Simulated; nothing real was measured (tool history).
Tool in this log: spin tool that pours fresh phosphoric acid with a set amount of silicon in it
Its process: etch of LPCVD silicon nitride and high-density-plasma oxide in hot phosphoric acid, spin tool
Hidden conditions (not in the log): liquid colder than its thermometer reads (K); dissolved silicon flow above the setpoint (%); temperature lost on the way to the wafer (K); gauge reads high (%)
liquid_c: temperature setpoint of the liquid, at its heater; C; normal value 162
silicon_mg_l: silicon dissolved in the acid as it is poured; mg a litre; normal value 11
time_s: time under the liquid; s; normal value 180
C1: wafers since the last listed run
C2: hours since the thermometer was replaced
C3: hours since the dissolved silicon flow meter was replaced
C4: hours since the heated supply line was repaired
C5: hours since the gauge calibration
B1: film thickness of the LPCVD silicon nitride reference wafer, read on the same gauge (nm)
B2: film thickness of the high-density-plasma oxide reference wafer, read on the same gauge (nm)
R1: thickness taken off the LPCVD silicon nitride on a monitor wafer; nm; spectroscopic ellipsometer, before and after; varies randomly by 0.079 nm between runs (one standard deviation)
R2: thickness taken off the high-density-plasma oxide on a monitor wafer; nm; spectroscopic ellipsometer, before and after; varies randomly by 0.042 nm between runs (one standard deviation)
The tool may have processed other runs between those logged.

run 1 day=0 | liquid_c=162 silicon_mg_l=11 time_s=180 | C1=0 C2=2044.4 C3=2256.5 C4=3147.7 C5=232.6 | B1=119.99 B2=50.01 | R1=14.76 R2=0.47
run 2 day=0.704 | liquid_c=162 silicon_mg_l=11 time_s=180 | C1=128 C2=2061.3 C3=2273.4 C4=3164.6 C5=249.5 | B1=120 B2=50.005 | R1=14.64 R2=0.437
run 3 day=1.538 | liquid_c=162 silicon_mg_l=11 time_s=180 | C1=152 C2=2081.3 C3=2293.4 C4=3184.6 C5=269.5 | B1=120 B2=49.989 | R1=14.66 R2=0.418
run 4 day=2.246 | liquid_c=162 silicon_mg_l=11 time_s=180 | C1=129 C2=2098.3 C3=2310.4 C4=3201.6 C5=286.5 | B1=119.98 B2=50.011 | R1=14.66 R2=0.431
-- day=2.946 dissolved silicon flow meter replaced
run 5 day=3.525 | liquid_c=162 silicon_mg_l=11 time_s=180 | C1=226 C2=2129 C3=13.9 C4=3232.3 C5=317.2 | B1=119.99 B2=50 | R1=14.49 R2=0.451
run 6 day=4.721 | liquid_c=162 silicon_mg_l=14 time_s=265 | C1=218 C2=2157.7 C3=42.6 C4=3261 C5=345.9 | B1=120 B2=49.985 | R1=21.38 R2=0.644
run 7 day=5.888 | liquid_c=162 silicon_mg_l=14 time_s=265 | C1=213 C2=2185.7 C3=70.6 C4=3289 C5=373.9 | B1=119.97 B2=50.021 | R1=21.44 R2=0.584
run 8 day=6.579 | liquid_c=163.5 silicon_mg_l=11 time_s=180 | C1=126 C2=2202.3 C3=87.2 C4=3305.6 C5=390.5 | B1=120.02 B2=49.997 | R1=15.34 R2=0.49
run 9 day=7.967 | liquid_c=160 silicon_mg_l=13.5 time_s=180 | C1=253 C2=2235.6 C3=120.5 C4=3338.9 C5=423.8 | B1=120.01 B2=50.012 | R1=13.37 R2=0.363
run 10 day=9.208 | liquid_c=160 silicon_mg_l=19.5 time_s=90 | C1=227 C2=2265.4 C3=150.3 C4=3368.7 C5=453.6 | B1=120.01 B2=49.969 | R1=6.64 R2=0.157
run 11 day=10.408 | liquid_c=162 silicon_mg_l=11 time_s=180 | C1=219 C2=2294.2 C3=179.1 C4=3397.5 C5=482.4 | B1=119.98 B2=49.997 | R1=14.37 R2=0.484
run 12 day=11.762 | liquid_c=162 silicon_mg_l=11 time_s=180 | C1=247 C2=2326.7 C3=211.6 C4=3430 C5=514.9 | B1=119.95 B2=50.012 | R1=14.43 R2=0.373
-- day=12.388 thermometer replaced
-- day=12.433 gauge calibrated
run 13 day=12.808 | liquid_c=160 silicon_mg_l=7 time_s=150 | C1=183 C2=10.1 C3=236.7 C4=3455.1 C5=9 | B1=120 B2=50.005 | R1=12.32 R2=0.403
run 14 day=13.533 | liquid_c=163 silicon_mg_l=15.5 time_s=115 | C1=132 C2=27.5 C3=254.1 C4=3472.5 C5=26.4 | B1=119.99 B2=50.05 | R1=10.34 R2=0.329
run 15 day=14.525 | liquid_c=163.5 silicon_mg_l=17 time_s=180 | C1=181 C2=51.3 C3=277.9 C4=3496.3 C5=50.2 | B1=120.02 B2=49.967 | R1=16.44 R2=0.511
run 16 day=15.508 | liquid_c=159 silicon_mg_l=15.5 time_s=250 | C1=179 C2=74.9 C3=301.5 C4=3519.9 C5=73.8 | B1=120.01 B2=49.995 | R1=19.6 R2=0.49
-- day=16.208 heated supply line repaired
run 17 day=16.888 | liquid_c=162 silicon_mg_l=3 time_s=180 | C1=244 C2=108 C3=334.6 C4=16.3 C5=106.9 | B1=119.99 B2=50.021 | R1=17.28 R2=0.765
run 18 day=18.296 | liquid_c=159.5 silicon_mg_l=11 time_s=180 | C1=257 C2=141.8 C3=368.4 C4=50.1 C5=140.7 | B1=120.02 B2=50.036 | R1=15.76 R2=0.568
run 19 day=19.538 | liquid_c=162 silicon_mg_l=19.5 time_s=180 | C1=227 C2=171.6 C3=398.2 C4=79.9 C5=170.5 | B1=120 B2=49.984 | R1=17.18 R2=0.464
run 20 day=20.679 | liquid_c=162 silicon_mg_l=11 time_s=180 | C1=208 C2=199 C3=425.6 C4=107.3 C5=197.9 | B1=119.98 B2=49.954 | R1=17.22 R2=0.617
run 21 day=22 | liquid_c=160.5 silicon_mg_l=11 time_s=180 | C1=241 C2=230.7 C3=457.3 C4=139 C5=229.6 | B1=119.98 B2=49.989 | R1=16.33 R2=0.543

A few steps of R1 between consecutive runs. Split each: what settings, incoming material and random variation would produce without the hidden state, and what is left over for the hidden state, along with gauge scatter present in only one of the two compared results (measured, and without hidden state):
Run 5 -> 6: silicon_mg_l 11 -> 14, time_s 180 -> 265. R1 +6.89 nm: hidden state -1.58, all else +8.47.
Run 10 -> 11: liquid_c 160 -> 162, silicon_mg_l 19.5 -> 11, time_s 90 -> 180. R1 +7.73 nm: hidden state -1.69, all else +9.42.
Run 12 -> 13: liquid_c 162 -> 160, silicon_mg_l 11 -> 7, time_s 180 -> 150, thermometer replaced, gauge calibrated. R1 -2.11 nm: hidden state +1.77, all else -3.88.
Run 16 -> 17: liquid_c 159 -> 162, silicon_mg_l 15.5 -> 3, time_s 250 -> 180, heated supply line repaired. R1 -2.32 nm: hidden state +2.21, all else -4.53.
